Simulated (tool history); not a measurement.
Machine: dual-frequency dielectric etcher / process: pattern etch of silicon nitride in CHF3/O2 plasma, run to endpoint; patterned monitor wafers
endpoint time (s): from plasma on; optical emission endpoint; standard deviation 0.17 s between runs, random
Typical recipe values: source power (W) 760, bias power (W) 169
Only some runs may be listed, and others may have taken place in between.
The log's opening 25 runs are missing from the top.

run	hour	source power (W)	bias power (W)	wafers since the last listed run	hours since the last wet clean	hours since the last source power generator calibration	hours since the last bias power generator calibration	hours since the last upper electrode change	incoming incoming film thickness, nm	endpoint time (s)
26	1273.1	860	153	334	221.5	31.6	593.9	554.0	85.9	49.4
27	1312.3	760	169	469	260.7	70.8	633.1	593.2	86.6	52.3
28	1351.3	860	210	467	299.7	109.8	672.1	632.2	86.4	45.8
29	1395.5	670	169	529	343.9	154.0	716.3	676.4	85.7	56.3
30	1436.8	760	169	494	385.2	195.3	757.6	717.7	86.2	51.9
31	1471.9	620	184	420	420.3	230.4	792.7	752.8	86.8	58.7
32	1498.8	760	135	322	447.2	257.3	819.6	779.7	86.6	55.8
33	1564.3	860	150	784	512.7	322.8	885.1	845.2	85.8	49.9
34	1621.4	660	155	683	569.8	379.9	942.2	902.3	86.3	59.0
35	1661.2	760	208	476	609.6	419.7	982.0	942.1	86.0	49.4
# hour 1719.0: wet clean of the chamber
36	1853.0	680	169	2009	134.0	611.5	1173.8	1133.9	86.3	55.4

3 ways to go on from here, each from the tool as it stands after run 36. What would each give?
A	1853.4	760	193	4	134.4	611.9	1174.2	1134.3	85.2	?
B	1853.4	820	193	4	134.4	611.9	1174.2	1134.3	85.2	?
C	1853.4	760	146	4	134.4	611.9	1174.2	1134.3	85.2	?

run	endpoint time (s)
A	49.0
B	46.8
C	52.8
Without the tool's unlogged condition, the same runs would have read:
run	endpoint time (s)
A	48.8
B	46.6
C	52.6

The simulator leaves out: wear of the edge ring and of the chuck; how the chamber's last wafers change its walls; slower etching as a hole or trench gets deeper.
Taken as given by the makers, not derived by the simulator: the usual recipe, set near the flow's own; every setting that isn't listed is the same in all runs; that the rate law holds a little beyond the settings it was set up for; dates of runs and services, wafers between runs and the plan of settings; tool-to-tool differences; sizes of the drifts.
